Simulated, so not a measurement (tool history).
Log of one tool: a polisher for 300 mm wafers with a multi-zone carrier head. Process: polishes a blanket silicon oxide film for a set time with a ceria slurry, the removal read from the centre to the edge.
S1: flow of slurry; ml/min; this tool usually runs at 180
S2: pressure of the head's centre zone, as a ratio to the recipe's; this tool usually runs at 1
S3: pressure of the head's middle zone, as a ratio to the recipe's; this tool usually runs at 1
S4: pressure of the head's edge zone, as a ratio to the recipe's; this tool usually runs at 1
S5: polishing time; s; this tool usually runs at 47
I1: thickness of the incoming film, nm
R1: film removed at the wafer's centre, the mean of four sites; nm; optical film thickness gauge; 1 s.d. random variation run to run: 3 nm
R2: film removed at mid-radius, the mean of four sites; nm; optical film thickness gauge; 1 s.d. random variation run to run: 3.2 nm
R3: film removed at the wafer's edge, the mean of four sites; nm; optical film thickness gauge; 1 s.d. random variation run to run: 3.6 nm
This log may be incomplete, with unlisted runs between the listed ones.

run 1 hour=0 | S1=180 S2=1 S3=1 S4=1 S5=47 | I1=1673.3 | R1=235.4 R2=243.3 R3=237.1
run 2 hour=28.3 | S1=180 S2=1 S3=1 S4=1 S5=47 | I1=1686.9 | R1=239.3 R2=232 R3=233.1
run 3 hour=60 | S1=180 S2=1 S3=1.07 S4=1 S5=47 | I1=1685.4 | R1=225.1 R2=242.2 R3=223.5
-- hour=81.5 worn pad replaced by a new one
run 4 hour=87.9 | S1=180 S2=1 S3=1.07 S4=1 S5=47 | I1=1674.4 | R1=246.3 R2=273 R3=249.8
run 5 hour=117.6 | S1=180 S2=1 S3=1.07 S4=1 S5=47 | I1=1680.9 | R1=248.4 R2=260.8 R3=241.6
run 6 hour=133.1 | S1=180 S2=1 S3=1 S4=1 S5=47 | I1=1679.4 | R1=243 R2=244.8 R3=243.2
run 7 hour=148.1 | S1=180 S2=1 S3=1 S4=1 S5=47 | I1=1717 | R1=236.2 R2=239.2 R3=243.2
-- hour=166.9 slurry nozzle cleaned
run 8 hour=178.9 | S1=180 S2=1 S3=1 S4=1 S5=47 | I1=1669.9 | R1=233.3 R2=232.6 R3=236.5
run 9 hour=201 | S1=180 S2=1 S3=1 S4=1 S5=47 | I1=1669.7 | R1=233.1 R2=238.4 R3=225.5
run 10 hour=218.9 | S1=180 S2=1 S3=1 S4=1 S5=47 | I1=1677.2 | R1=230 R2=230.4 R3=225.9
-- hour=229.9 worn pad replaced by a new one
run 11 hour=250.9 | S1=180 S2=0.96 S3=1 S4=0.92 S5=38 | I1=1729.5 | R1=191.6 R2=200.8 R3=193.1
run 12 hour=268.4 | S1=140 S2=1 S3=1.05 S4=0.97 S5=47 | I1=1698.3 | R1=231.7 R2=245.9 R3=227.7
run 13 hour=296.6 | S1=180 S2=1 S3=1 S4=1.08 S5=59 | I1=1713.2 | R1=292.8 R2=296.8 R3=310.8
-- hour=311.5 edge zone pressure recalibrated
run 14 hour=311.9 | S1=180 S2=1 S3=1 S4=1 S5=47 | I1=1684.9 | R1=234.9 R2=243.2 R3=231.7
run 15 hour=335.2 | S1=180 S2=1 S3=1.09 S4=1 S5=42 | I1=1707 | R1=205 R2=220.9 R3=204.5
-- hour=340.5 carrier head's membrane replaced by a new one
-- hour=350.3 centre zone pressure recalibrated
run 16 hour=353.1 | S1=200 S2=1 S3=1 S4=1 S5=47 | I1=1704.9 | R1=236.2 R2=234.2 R3=226.4
run 17 hour=373.7 | S1=245 S2=1 S3=1 S4=1 S5=42 | I1=1711.9 | R1=206.9 R2=209.8 R3=201.2
-- hour=395.1 worn pad replaced by a new one
run 18 hour=468.7 | S1=125 S2=1 S3=0.97 S4=1 S5=47 | I1=1690.2 | R1=219.2 R2=211.7 R3=226.6
run 19 hour=485.7 | S1=180 S2=1 S3=1 S4=1 S5=47 | I1=1685.1 | R1=236.1 R2=236.8 R3=234.7
run 20 hour=515.2 | S1=180 S2=1 S3=1 S4=1 S5=47 | I1=1727.2 | R1=229.8 R2=232.3 R3=227.3
run 21 hour=534.4 | S1=180 S2=1 S3=1 S4=1 S5=33 | I1=1687.2 | R1=162.4 R2=160 R3=164
run 22 hour=563.8 | S1=215 S2=1 S3=0.9 S4=1 S5=47 | I1=1680.3 | R1=229.1 R2=211.4 R3=228.6

Measured less the same run without the tool's hidden state. The same run-to-run variation is in both; the gauge's scatter may not be:
Hidden state at play: removal rate lost through wear of the pad, %; slurry flow missing at the pad, %; deviation of the centre zone's pressure from its setpoint, %; deviation of the edge zone's pressure from its setpoint, %.
run=1 R1=-15 R2=-15.5 R3=-15.2
run=2 R1=-20.8 R2=-20.1 R3=-20.2
run=3 R1=-25.6 R2=-27.5 R3=-25.4
run=4 R1=-3 R2=-3.3 R3=-3
run=5 R1=-8.4 R2=-8.8 R3=-8.2
run=6 R1=-11 R2=-11.1 R3=-11
run=7 R1=-13.5 R2=-13.7 R3=-13.9
run=8 R1=-19 R2=-19.1 R3=-19.4
run=9 R1=-23.3 R2=-23.9 R3=-22.6
run=10 R1=-26.6 R2=-26.6 R3=-26.1
run=11 R1=-5.2 R2=-5.4 R3=-5.2
run=12 R1=-9.3 R2=-9.8 R3=-9.1
run=13 R1=-18.1 R2=-18.3 R3=-19.2
run=14 R1=-17.4 R2=-18 R3=-17.2
run=15 R1=-19.1 R2=-20.6 R3=-19
run=16 R1=-25.6 R2=-25.3 R3=-24.5
run=17 R1=-26.2 R2=-26.5 R3=-25.4
run=18 R1=-14.6 R2=-14 R3=-15
run=19 R1=-18.8 R2=-19 R3=-18.8
run=20 R1=-24 R2=-24.3 R3=-23.8
run=21 R1=-19.7 R2=-19.4 R3=-19.9
run=22 R1=-33.8 R2=-31.3 R3=-33.7
